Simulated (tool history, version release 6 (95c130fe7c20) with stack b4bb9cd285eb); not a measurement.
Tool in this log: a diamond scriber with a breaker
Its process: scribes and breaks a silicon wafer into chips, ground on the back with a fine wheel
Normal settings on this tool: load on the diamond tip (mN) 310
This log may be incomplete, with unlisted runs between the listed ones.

run     day  load on the diamond tip (mN)  wafers since the last listed run  hours since the diamond tip was replaced  hours since the load on the tip was calibrated  incoming depth of the damage left on the back of the incoming wafer, um  depth of the median crack under the scribed line (um)  chips rejected at inspection after the break (%)
  1       0                           258                                 0                                     393.7                                           200.5                                                                     2.45                                                  11.22                                             13.34
  2   1.496                           258                               158                                     429.6                                           236.4                                                                      1.5                                                  10.58                                              12.8
  3   2.488                           242                               105                                     453.4                                           260.2                                                                     2.46                                                  10.27                                             19.01
  4   3.954                           242                               155                                     488.6                                           295.4                                                                     1.54                                                  10.48                                             18.52
  5   4.621                           310                                70                                     504.6                                           311.4                                                                     2.54                                                  12.13                                               7.3
  6   6.071                           310                               153                                     539.4                                           346.2                                                                     1.99                                                  11.59                                              6.99
  7   7.542                           310                               156                                     574.7                                           381.5                                                                     1.55                                                  11.98                                              7.18
  8   8.196                           310                                69                                     590.4                                           397.2                                                                     2.46                                                  11.87                                              7.24
  9     9.4                           329                               127                                     619.3                                           426.1                                                                     1.81                                                  12.16                                               5.9
     10.421  -- diamond tip replaced by a new one
 10  10.571                           368                               115                                       3.6                                           454.2                                                                     1.63                                                  14.09                                              1.94
 11  11.108                           368                                57                                      16.5                                           467.1                                                                     1.79                                                  14.31                                              1.76
 12  12.067                           310                               101                                      39.5                                           490.1                                                                     1.54                                                  12.45                                              4.15
 13  13.271                           310                               127                                      68.4                                             519                                                                     1.59                                                  12.47                                              4.34
 14  14.538                           310                               134                                      98.8                                           549.4                                                                     2.45                                                  12.47                                              5.35
 15  15.246                           310                                75                                     115.8                                           566.4                                                                     2.96                                                   12.1                                              5.86
 16  16.662                           310                               150                                     149.8                                           600.4                                                                     2.13                                                  12.32                                              6.23
 17  17.817                           269                               122                                     177.5                                           628.1                                                                     1.63                                                  10.92                                             13.43
 18  18.829                           357                               107                                     201.8                                           652.4                                                                     2.67                                                  12.99                                              3.72
 19  19.967                           235                               120                                     229.1                                           679.7                                                                     2.64                                                  10.22                                             20.18
 20  21.062                           250                               116                                     255.4                                             706                                                                     2.56                                                  10.49                                              17.3
 21  21.988                           252                                98                                     277.6                                           728.2                                                                     2.87                                                  10.61                                             17.42
 22  22.992                           310                               106                                     301.7                                           752.3                                                                     2.88                                                  11.51                                               8.8
 23  24.388                           378                               148                                     335.2                                           785.8                                                                     2.58                                                  12.88                                              2.72
 24  25.842                           270                               154                                     370.1                                           820.7                                                                     2.18                                                  10.79                                             16.14
 25  26.379                           399                                57                                       383                                           833.6                                                                     2.74                                                   13.3                                              2.77
 26  27.125                           358                                79                                     400.9                                           851.5                                                                     2.42                                                  12.91                                              4.15
 27  28.521                           364                               148                                     434.4                                             885                                                                      1.6                                                  12.96                                               3.7
 28  29.442                           310                                97                                     456.5                                           907.1                                                                      2.6                                                  11.35                                              10.1
 29  29.975                           381                                56                                     469.3                                           919.9                                                                      2.7                                                  13.12                                              3.37
 30  30.808                           244                                88                                     489.3                                           939.9                                                                     2.85                                                   9.88                                             24.92
 31  32.004                           310                               126                                       518                                           968.6                                                                      1.6                                                  11.42                                             10.17
 32  32.617                           392                                65                                     532.7                                           983.3                                                                     2.37                                                  12.94                                              3.18
     32.958  -- load on the tip recalibrated
 33  34.908                           310                               234                                     587.7                                            46.8                                                                      2.7                                                  12.35                                              5.61
 34  36.392                           230                               157                                     623.3                                            82.4                                                                     2.02                                                  10.24                                             19.94
 35  37.617                           218                               130                                     652.7                                           111.8                                                                     2.78                                                  10.06                                             24.37
     38.454  -- diamond tip replaced by a new one
 36  38.588                           342                                94                                       3.2                                           135.1                                                                     1.75                                                  13.87                                              2.03
 37  39.196                           310                                64                                      17.8                                           149.7                                                                     2.55                                                  13.04                                              2.84
 38  42.346                           222                               334                                      93.4                                           225.3                                                                     2.39                                                   10.5                                             16.74
 39  43.833                           310                               157                                     129.1                                             261                                                                     2.41                                                  12.54                                              4.53
 40  45.325                           261                               158                                     164.9                                           296.8                                                                     2.15                                                  11.26                                             11.63
 41  46.667                           310                               142                                     197.1                                             329                                                                     2.03                                                  11.99                                              5.45

4 options for the next run, each taken on its own from the tool as it stands now. Forecast them:
  A  46.692                           310                                 2                                     197.7                                           329.6                                                                      2.9                                                      ?                                                 ?
  B  46.692                           350                                 2                                     197.7                                           329.6                                                                      2.9                                                      ?                                                 ?
  C  46.692                           239                                 2                                     197.7                                           329.6                                                                      2.9                                                      ?                                                 ?
  D  46.692                           224                                 2                                     197.7                                           329.6                                                                      2.9                                                      ?                                                 ?

run  depth of the median crack under the scribed line (um)  chips rejected at inspection after the break (%)
  A                                                  12.31                                              5.89
  B                                                  13.21                                              3.21
  C                                                  10.62                                             17.18
  D                                                  10.24                                             20.85
What these runs would have given with no unlogged condition in the tool:
run  depth of the median crack under the scribed line (um)  chips rejected at inspection after the break (%)
  A                                                   13.9                                              2.53
  B                                                  14.92                                              3.37
  C                                                  11.99                                              7.35
  D                                                  11.57                                              9.76

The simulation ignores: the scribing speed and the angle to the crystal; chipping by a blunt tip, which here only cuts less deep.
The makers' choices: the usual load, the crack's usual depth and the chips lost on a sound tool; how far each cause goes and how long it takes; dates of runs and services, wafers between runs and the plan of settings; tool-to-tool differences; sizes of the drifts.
